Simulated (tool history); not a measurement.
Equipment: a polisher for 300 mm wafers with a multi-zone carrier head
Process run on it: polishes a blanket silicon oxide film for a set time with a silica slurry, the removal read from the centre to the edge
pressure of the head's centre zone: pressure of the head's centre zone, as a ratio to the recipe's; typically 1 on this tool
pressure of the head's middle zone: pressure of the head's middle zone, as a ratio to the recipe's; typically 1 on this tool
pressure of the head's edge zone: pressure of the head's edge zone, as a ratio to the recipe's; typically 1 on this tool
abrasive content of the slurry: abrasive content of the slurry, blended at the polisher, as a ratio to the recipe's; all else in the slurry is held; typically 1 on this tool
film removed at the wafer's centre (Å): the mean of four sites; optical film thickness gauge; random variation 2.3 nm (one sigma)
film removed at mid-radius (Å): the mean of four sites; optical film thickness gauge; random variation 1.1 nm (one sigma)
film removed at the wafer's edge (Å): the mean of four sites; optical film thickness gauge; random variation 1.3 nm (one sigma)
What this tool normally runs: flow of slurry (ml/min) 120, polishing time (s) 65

run	hour	flow of slurry (ml/min)	pressure of the head's centre zone	pressure of the head's middle zone	pressure of the head's edge zone	abrasive content of the slurry	polishing time (s)	incoming thickness of the incoming film, nm	film removed at the wafer's centre (Å)	film removed at mid-radius (Å)	film removed at the wafer's edge (Å)
1	0	120	1	1	1.08	1	65	741.6	1544	1623	1622
# hour 6.5: worn pad replaced by a new one
# hour 84.6: carrier head's membrane replaced by a new one
# hour 86.6: centre zone pressure recalibrated
2	185.2	120	1	1	1.08	1	65	744.5	1564	1617	1661
3	250	120	1	0.92	1	1	65	761.9	1576	1511	1581
# hour 288.4: worn pad replaced by a new one
4	313.3	120	1	0.92	1	1	65	742.2	1560	1517	1563
5	350.9	120	1	0.92	1	1	65	751.1	1581	1517	1583
6	378.7	120	1	0.91	1.12	0.9	65	746.3	1501	1440	1577
7	427.3	120	1	1	1	1	65	755	1582	1633	1577
8	464.6	120	1	1	1.07	1.2	84	761.6	2149	2228	2240
9	497.5	120	1	1	1	1	59	757.8	1421	1468	1421
# hour 504: slurry nozzle cleaned
10	548	120	1	1	1	1	65	747.8	1574	1624	1555
# hour 608: worn pad replaced by a new one
# hour 613.6: edge zone pressure recalibrated
11	617.5	120	1	1.1	1	1	59	741.8	1414	1578	1426
# hour 630.6: carrier head's membrane replaced by a new one
12	660.1	120	1	1.03	1	0.9	65	750.7	1456	1604	1481
13	691.3	120	1	1	1	1	65	747.2	1539	1622	1560
14	726.5	120	1	1	1.07	1.2	84	744.6	2139	2258	2237
15	797	120	1	1	1	1	65	764.2	1540	1621	1551
16	850.6	120	0.91	1	1	1	78	756.4	1687	1914	1875
17	878.1	120	1	0.96	1.06	1	65	742.2	1553	1584	1614
# hour 939.9: worn pad replaced by a new one
18	949.7	135	1	1	1.11	1	65	764.9	1611	1654	1659
19	1008.3	120	0.97	1	1	1	65	741.7	1551	1623	1556
# hour 1068.2: slurry nozzle cleaned
20	1078.8	105	1.03	1	1	1	65	763.9	1575	1595	1533
# hour 1135.5: carrier head's membrane replaced by a new one
21	1136	120	1	1	1	1	65	756.1	1569	1608	1548

Run-by-run hidden state of the tool:
removal rate lost through wear of the pad, %: 0 at every run
slurry flow missing at the pad, %: 0 at every run
deviation of the centre zone's pressure from its setpoint, %: 0 at every run
deviation of the edge zone's pressure from its setpoint, %: 0 at every run

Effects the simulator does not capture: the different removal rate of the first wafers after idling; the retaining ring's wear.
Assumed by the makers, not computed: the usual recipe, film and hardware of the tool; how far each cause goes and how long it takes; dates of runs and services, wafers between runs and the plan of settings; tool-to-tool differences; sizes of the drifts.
